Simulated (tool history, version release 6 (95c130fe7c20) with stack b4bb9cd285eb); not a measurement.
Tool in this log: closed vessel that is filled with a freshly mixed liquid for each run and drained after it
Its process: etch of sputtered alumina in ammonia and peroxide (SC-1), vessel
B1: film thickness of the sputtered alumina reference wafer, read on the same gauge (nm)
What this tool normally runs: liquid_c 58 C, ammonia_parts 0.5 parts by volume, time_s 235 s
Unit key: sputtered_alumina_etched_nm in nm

run 1 hour=0 | liquid_c=58 ammonia_parts=0.5 time_s=235 | B1=79.99 | sputtered_alumina_etched_nm=20.21
run 2 hour=15 | liquid_c=58 ammonia_parts=0.5 time_s=235 | B1=79.95 | sputtered_alumina_etched_nm=20.19
run 3 hour=59.6 | liquid_c=58 ammonia_parts=0.5 time_s=140 | B1=80.01 | sputtered_alumina_etched_nm=12
run 4 hour=80.1 | liquid_c=58 ammonia_parts=0.7 time_s=235 | B1=79.97 | sputtered_alumina_etched_nm=20.87
run 5 hour=104 | liquid_c=58 ammonia_parts=0.7 time_s=235 | B1=80.02 | sputtered_alumina_etched_nm=20.77
run 6 hour=138.2 | liquid_c=58 ammonia_parts=0.7 time_s=235 | B1=79.98 | sputtered_alumina_etched_nm=20.89
run 7 hour=160.9 | liquid_c=58 ammonia_parts=0.5 time_s=235 | B1=79.99 | sputtered_alumina_etched_nm=20.11
run 8 hour=181.7 | liquid_c=58 ammonia_parts=0.5 time_s=300 | B1=80.02 | sputtered_alumina_etched_nm=25.71
run 9 hour=204.9 | liquid_c=58 ammonia_parts=0.5 time_s=300 | B1=79.97 | sputtered_alumina_etched_nm=25.73
run 10 hour=235 | liquid_c=63 ammonia_parts=0.35 time_s=235 | B1=80.04 | sputtered_alumina_etched_nm=25.22
-- hour=240.8 thermometer replaced
run 11 hour=268 | liquid_c=66.5 ammonia_parts=0.4 time_s=235 | B1=80 | sputtered_alumina_etched_nm=30.13
run 12 hour=291.4 | liquid_c=58 ammonia_parts=0.5 time_s=235 | B1=79.98 | sputtered_alumina_etched_nm=20.1
run 13 hour=315 | liquid_c=58 ammonia_parts=0.3 time_s=145 | B1=79.99 | sputtered_alumina_etched_nm=11.8
-- hour=334.8 gauge calibrated
run 14 hour=349.1 | liquid_c=58 ammonia_parts=0.5 time_s=235 | B1=79.99 | sputtered_alumina_etched_nm=20.07
-- hour=371.1 new drum of ammonia solution connected
run 15 hour=377.2 | liquid_c=58 ammonia_parts=0.5 time_s=235 | B1=80.01 | sputtered_alumina_etched_nm=20.33
run 16 hour=394.3 | liquid_c=50.5 ammonia_parts=0.45 time_s=120 | B1=80.01 | sputtered_alumina_etched_nm=6.88
run 17 hour=418.2 | liquid_c=58 ammonia_parts=0.5 time_s=335 | B1=80 | sputtered_alumina_etched_nm=29.05
-- hour=422.8 ammonia flow meter replaced
run 18 hour=440.8 | liquid_c=58 ammonia_parts=0.5 time_s=235 | B1=80.02 | sputtered_alumina_etched_nm=20.05
run 19 hour=472.8 | liquid_c=54 ammonia_parts=0.4 time_s=110 | B1=79.98 | sputtered_alumina_etched_nm=7.44
run 20 hour=502.8 | liquid_c=58 ammonia_parts=0.5 time_s=235 | B1=79.96 | sputtered_alumina_etched_nm=20.06
run 21 hour=525 | liquid_c=58 ammonia_parts=0.5 time_s=235 | B1=79.98 | sputtered_alumina_etched_nm=19.99
run 22 hour=544 | liquid_c=55 ammonia_parts=0.3 time_s=155 | B1=79.99 | sputtered_alumina_etched_nm=10.8
run 23 hour=574 | liquid_c=48 ammonia_parts=0.7 time_s=235 | B1=80.04 | sputtered_alumina_etched_nm=12.01
run 24 hour=602.6 | liquid_c=53.5 ammonia_parts=0.65 time_s=315 | B1=80 | sputtered_alumina_etched_nm=21.7
run 25 hour=616.9 | liquid_c=63 ammonia_parts=0.5 time_s=235 | B1=80.02 | sputtered_alumina_etched_nm=25.91
run 26 hour=637.4 | liquid_c=58 ammonia_parts=0.5 time_s=235 | B1=80.01 | sputtered_alumina_etched_nm=19.99
run 27 hour=658.5 | liquid_c=58 ammonia_parts=0.3 time_s=320 | B1=80.02 | sputtered_alumina_etched_nm=25.97
run 28 hour=684.3 | liquid_c=61.5 ammonia_parts=0.55 time_s=110 | B1=80.02 | sputtered_alumina_etched_nm=11.32

Predict each of these 4 candidate next runs independently; none follows another, all start after run 28:
run A hour=685 | liquid_c=58 ammonia_parts=0.5 time_s=235 | B1=? | sputtered_alumina_etched_nm=?
run B hour=685 | liquid_c=63 ammonia_parts=0.6 time_s=345 | B1=? | sputtered_alumina_etched_nm=?
run C hour=685 | liquid_c=61 ammonia_parts=0.7 time_s=140 | B1=? | sputtered_alumina_etched_nm=?
run D hour=685 | liquid_c=58 ammonia_parts=0.5 time_s=110 | B1=? | sputtered_alumina_etched_nm=?

run=A B1=80.04 sputtered_alumina_etched_nm=19.98
run=B B1=80.04 sputtered_alumina_etched_nm=38.55
run=C B1=80.04 sputtered_alumina_etched_nm=14.34
run=D B1=80.04 sputtered_alumina_etched_nm=9.35
With the hidden condition removed and each run's random variation left untouched, the same runs would have given:
run=A sputtered_alumina_etched_nm=20.06
run=B sputtered_alumina_etched_nm=38.7
run=C sputtered_alumina_etched_nm=14.4
run=D sputtered_alumina_etched_nm=9.39
